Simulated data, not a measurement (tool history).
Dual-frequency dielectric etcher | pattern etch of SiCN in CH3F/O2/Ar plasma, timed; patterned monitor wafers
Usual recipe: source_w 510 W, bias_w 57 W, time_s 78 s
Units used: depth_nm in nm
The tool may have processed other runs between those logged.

| run | hour | source_w | bias_w | time_s | read-back reference wafer on the same gauge, depth_nm | depth_nm |
|---|---|---|---|---|---|---|
| 1 | 0 | 510 | 62 | 78 | 33.44 | 29.9 |
| 2 | 16.2 | 510 | 62 | 78 | 33.5 | 30.08 |
| 3 | 36.6 | 510 | 62 | 78 | 33.5 | 29.8 |
| 4 | 86 | 510 | 57 | 78 | 33.51 | 28.99 |
| 5 | 100 | 510 | 57 | 78 | 33.44 | 28.88 |
| 6 | 121.6 | 510 | 57 | 78 | 33.53 | 28.9 |
| 7 | 145.7 | 510 | 57 | 78 | 33.49 | 28.79 |
| 8 | 176.3 | 510 | 57 | 78 | 33.5 | 28.74 |
| 9 | 210.8 | 510 | 57 | 78 | 33.52 | 28.7 |
| 10 | 268.7 | 510 | 57 | 78 | 33.5 | 28.69 |
| 11 | 284.2 | 510 | 57 | 78 | 33.51 | 28.8 |
|  | 294.6 | bias power generator calibrated |
|  | 327.1 | upper electrode replaced |
| 12 | 327.6 | 410 | 57 | 78 | 33.46 | 25.68 |
| 13 | 360 | 410 | 57 | 78 | 33.51 | 25.6 |
| 14 | 373.1 | 410 | 57 | 78 | 33.52 | 25.74 |
| 15 | 385.7 | 410 | 57 | 78 | 33.5 | 25.78 |
|  | 395.5 | source power generator calibrated |
|  | 416.9 | wet clean of the chamber |
| 16 | 417.4 | 390 | 64 | 89 | 33.48 | 30.53 |
| 17 | 435.2 | 630 | 53 | 90.5 | 33.5 | 36.8 |
| 18 | 457.2 | 410 | 57 | 78 | 33.5 | 26.3 |
| 19 | 474.5 | 390 | 49 | 78 | 33.52 | 24.32 |
|  | 497.6 | gauge calibrated |
| 20 | 510.4 | 600 | 50 | 78 | 33.48 | 30.06 |
| 21 | 531.1 | 510 | 57 | 78 | 33.51 | 29.26 |
| 22 | 559.2 | 600 | 63 | 59.5 | 33.51 | 24.67 |
| 23 | 583.5 | 540 | 50 | 78 | 33.51 | 28.5 |
| 24 | 609.8 | 510 | 57 | 96.5 | 33.45 | 35.9 |
| 25 | 634 | 510 | 57 | 78 | 33.46 | 29.16 |
| 26 | 660.5 | 610 | 57 | 78 | 33.52 | 31.48 |
| 27 | 687.3 | 510 | 57 | 78 | 33.49 | 28.93 |
| 28 | 707.8 | 510 | 57 | 78 | 33.46 | 29.21 |
| 29 | 721 | 410 | 63 | 91.5 | 33.5 | 31.54 |

Branching from run 29: 5 alternative next runs. What would each branch give?
| A | 721.4 | 510 | 57 | 78 | ? | ? |
| B | 721.4 | 560 | 53 | 98.5 | ? | ? |
| C | 721.4 | 560 | 67 | 97.5 | ? | ? |
| D | 721.4 | 510 | 57 | 55 | ? | ? |
| E | 721.4 | 570 | 70 | 67 | ? | ? |

| run | read-back reference wafer on the same gauge, depth_nm | depth_nm |
|---|---|---|
| A | 33.47 | 28.87 |
| B | 33.47 | 37.15 |
| C | 33.47 | 39.96 |
| D | 33.47 | 20.36 |
| E | 33.47 | 28.13 |
Had the tool no hidden state, the same runs would have come out as:
| run | depth_nm |
|---|---|
| A | 29.28 |
| B | 37.68 |
| C | 40.53 |
| D | 20.65 |
| E | 28.53 |

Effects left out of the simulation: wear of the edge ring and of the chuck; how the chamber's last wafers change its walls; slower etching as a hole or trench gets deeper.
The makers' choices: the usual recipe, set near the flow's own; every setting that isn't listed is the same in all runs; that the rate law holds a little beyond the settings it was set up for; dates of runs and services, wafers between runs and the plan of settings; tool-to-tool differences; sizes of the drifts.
